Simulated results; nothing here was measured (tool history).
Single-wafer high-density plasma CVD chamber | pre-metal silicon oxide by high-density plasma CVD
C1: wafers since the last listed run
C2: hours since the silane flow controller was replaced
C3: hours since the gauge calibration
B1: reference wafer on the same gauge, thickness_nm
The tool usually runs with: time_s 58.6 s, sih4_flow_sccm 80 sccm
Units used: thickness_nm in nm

Run 1, hour 0.0: usual settings; C1 0; C2 3436.3; C3 296.8; B1 408.115. Result: thickness_nm 452.211 nm.
Run 2, hour 23.4: usual settings; C1 524; C2 3459.7; C3 320.2; B1 408.036. Result: thickness_nm 454.457 nm.
Run 3, hour 58.8: usual settings; C1 794; C2 3495.1; C3 355.6; B1 407.676. Result: thickness_nm 452.906 nm.
Run 4, hour 83.7: usual settings; C1 558; C2 3520.0; C3 380.5; B1 408.198. Result: thickness_nm 452.619 nm.
Run 5, hour 97.2: usual settings; C1 302; C2 3533.5; C3 394.0; B1 408.040. Result: thickness_nm 455.780 nm.
Run 6, hour 123.7: usual settings; C1 594; C2 3560.0; C3 420.5; B1 408.184. Result: thickness_nm 454.099 nm.
Run 7, hour 144.1: usual settings but sih4_flow_sccm 92 sccm; C1 457; C2 3580.4; C3 440.9; B1 407.966. Result: thickness_nm 519.140 nm.
Run 8, hour 169.7: usual settings but sih4_flow_sccm 92 sccm; C1 574; C2 3606.0; C3 466.5; B1 408.200. Result: thickness_nm 519.517 nm.
Run 9, hour 197.5: usual settings but time_s 66.6 s, sih4_flow_sccm 72 sccm; C1 623; C2 3633.8; C3 494.3; B1 407.633. Result: thickness_nm 470.020 nm.
Run 10, hour 214.6: usual settings but time_s 66.6 s, sih4_flow_sccm 72 sccm; C1 383; C2 3650.9; C3 511.4; B1 408.097. Result: thickness_nm 465.898 nm.
Run 11, hour 232.0: usual settings; C1 390; C2 3668.3; C3 528.8; B1 407.805. Result: thickness_nm 455.253 nm.
Run 12, hour 247.3: usual settings but sih4_flow_sccm 76 sccm; C1 343; C2 3683.6; C3 544.1; B1 407.815. Result: thickness_nm 432.276 nm.
Run 13, hour 276.0: usual settings but time_s 55.5 s; C1 643; C2 3712.3; C3 572.8; B1 407.756. Result: thickness_nm 430.463 nm.
Run 14, hour 296.0: usual settings; C1 448; C2 3732.3; C3 592.8; B1 407.911. Result: thickness_nm 457.325 nm.
Run 15, hour 316.8: usual settings; C1 466; C2 3753.1; C3 613.6; B1 408.286. Result: thickness_nm 453.466 nm.
Run 16, hour 340.5: usual settings; C1 531; C2 3776.8; C3 637.3; B1 407.826. Result: thickness_nm 455.244 nm.
Run 17, hour 364.1: usual settings; C1 529; C2 3800.4; C3 660.9; B1 407.985. Result: thickness_nm 454.466 nm.
Run 18, hour 386.5: usual settings but time_s 52.2 s, sih4_flow_sccm 92 sccm; C1 502; C2 3822.8; C3 683.3; B1 407.932. Result: thickness_nm 460.194 nm.
Run 19, hour 413.4: usual settings but time_s 52.2 s, sih4_flow_sccm 92 sccm; C1 603; C2 3849.7; C3 710.2; B1 408.087. Result: thickness_nm 461.850 nm.
Run 20, hour 437.3: usual settings but time_s 52.2 s, sih4_flow_sccm 92 sccm; C1 536; C2 3873.6; C3 734.1; B1 407.725. Result: thickness_nm 461.645 nm.
Run 21, hour 472.1: usual settings; C1 780; C2 3908.4; C3 768.9; B1 408.086. Result: thickness_nm 455.333 nm.
Run 22, hour 498.9: usual settings but time_s 61.8 s, sih4_flow_sccm 86 sccm; C1 601; C2 3935.2; C3 795.7; B1 407.650. Result: thickness_nm 513.287 nm.
At hour 510.3: gauge calibrated.
Run 23, hour 532.6: usual settings but time_s 61.8 s, sih4_flow_sccm 86 sccm; C1 756; C2 3968.9; C3 22.3; B1 408.331. Result: thickness_nm 516.249 nm.
At hour 545.8: silane flow controller replaced.
Run 24, hour 546.3: usual settings but time_s 49.4 s, sih4_flow_sccm 94 sccm; C1 127; C2 0.5; C3 36.0; B1 408.155. Result: thickness_nm 425.628 nm.
Run 25, hour 645.3: usual settings; C1 2220; C2 99.5; C3 135.0; B1 407.538. Result: thickness_nm 436.510 nm.
Run 26, hour 678.8: usual settings but time_s 68.1 s, sih4_flow_sccm 87 sccm; C1 751; C2 133.0; C3 168.5; B1 407.881. Result: thickness_nm 545.460 nm.
Run 27, hour 703.5: usual settings but time_s 48.3 s, sih4_flow_sccm 74 sccm; C1 554; C2 157.7; C3 193.2; B1 408.031. Result: thickness_nm 332.398 nm.
Run 28, hour 732.1: usual settings; C1 641; C2 186.3; C3 221.8; B1 408.201. Result: thickness_nm 435.372 nm.
Run 29, hour 753.7: usual settings but time_s 55.5 s; C1 484; C2 207.9; C3 243.4; B1 407.590. Result: thickness_nm 410.762 nm.
Run 30, hour 780.5: usual settings; C1 601; C2 234.7; C3 270.2; B1 408.464. Result: thickness_nm 435.093 nm.
Run 31, hour 835.6: usual settings; C1 1236; C2 289.8; C3 325.3; B1 408.033. Result: thickness_nm 433.324 nm.
Run 32, hour 860.9: usual settings but time_s 62.1 s; C1 567; C2 315.1; C3 350.6; B1 407.786. Result: thickness_nm 461.027 nm.
Run 33, hour 881.8: usual settings but time_s 50.1 s, sih4_flow_sccm 86 sccm; C1 468; C2 336.0; C3 371.5; B1 408.085. Result: thickness_nm 398.178 nm.
Run 34, hour 908.0: usual settings but time_s 65.1 s, sih4_flow_sccm 95 sccm; C1 587; C2 362.2; C3 397.7; B1 408.293. Result: thickness_nm 570.470 nm.
Run 35, hour 928.1: usual settings but time_s 55.0 s; C1 450; C2 382.3; C3 417.8; B1 408.142. Result: thickness_nm 405.543 nm.
Run 36, hour 958.9: usual settings but time_s 53.9 s, sih4_flow_sccm 89 sccm; C1 690; C2 413.1; C3 448.6; B1 407.839. Result: thickness_nm 442.443 nm.
Run 37, hour 984.0: usual settings but time_s 54.2 s, sih4_flow_sccm 91 sccm; C1 563; C2 438.2; C3 473.7; B1 407.753. Result: thickness_nm 453.639 nm.
Run 38, hour 1018.6: usual settings; C1 776; C2 472.8; C3 508.3; B1 408.049. Result: thickness_nm 435.326 nm.
Run 39, hour 1036.0: usual settings but time_s 53.6 s, sih4_flow_sccm 95 sccm; C1 390; C2 490.2; C3 525.7; B1 408.087. Result: thickness_nm 465.595 nm.
Run 40, hour 1065.5: usual settings; C1 661; C2 519.7; C3 555.2; B1 407.905. Result: thickness_nm 434.821 nm.
Run 41, hour 1088.1: usual settings; C1 507; C2 542.3; C3 577.8; B1 408.015. Result: thickness_nm 436.553 nm.
Run 42, hour 1112.0: usual settings but sih4_flow_sccm 74 sccm; C1 536; C2 566.2; C3 601.7; B1 407.978. Result: thickness_nm 405.779 nm.
Run 43, hour 1144.9: usual settings but time_s 54.7 s, sih4_flow_sccm 68 sccm; C1 738; C2 599.1; C3 634.6; B1 408.210. Result: thickness_nm 350.190 nm.
Run 44, hour 1159.8: usual settings; C1 334; C2 614.0; C3 649.5; B1 407.376. Result: thickness_nm 436.341 nm.
Run 45, hour 1189.1: usual settings but time_s 53.9 s, sih4_flow_sccm 71 sccm; C1 657; C2 643.3; C3 678.8; B1 408.084. Result: thickness_nm 358.949 nm.
Run 46, hour 1203.9: usual settings but sih4_flow_sccm 70 sccm; C1 332; C2 658.1; C3 693.6; B1 408.015. Result: thickness_nm 387.068 nm.
Run 47, hour 1228.2: usual settings but time_s 69.5 s, sih4_flow_sccm 72 sccm; C1 545; C2 682.4; C3 717.9; B1 408.134. Result: thickness_nm 468.528 nm.

Results per run with the tool's hidden condition removed, run-to-run variation unchanged:
Hidden state at play: delivered silane flow above the setpoint (%); gauge reads high (%).
run  thickness_nm
  1       432.105
  2       434.121
  3       432.443
  4       432.032
  5       434.974
  6       433.222
  7       495.144
  8       495.342
  9       447.989
 10       443.963
 11       433.723
 12       411.752
 13       409.875
 14       435.341
 15       431.553
 16       433.114
 17       432.244
 18       437.567
 19       438.991
 20       438.663
 21       432.473
 22       487.352
 23       489.954
 24       425.615
 25       435.919
 26       544.477
 27       331.690
 28       434.278
 29       409.611
 30       433.719
 31       431.638
 32       459.078
 33       396.384
 34       567.701
 35       403.467
 36       439.997
 37       450.981
 38       432.575
 39       462.546
 40       431.804
 41       433.393
 42       402.714
 43       347.393
 44       432.771
 45       355.873
 46       383.675
 47       464.272
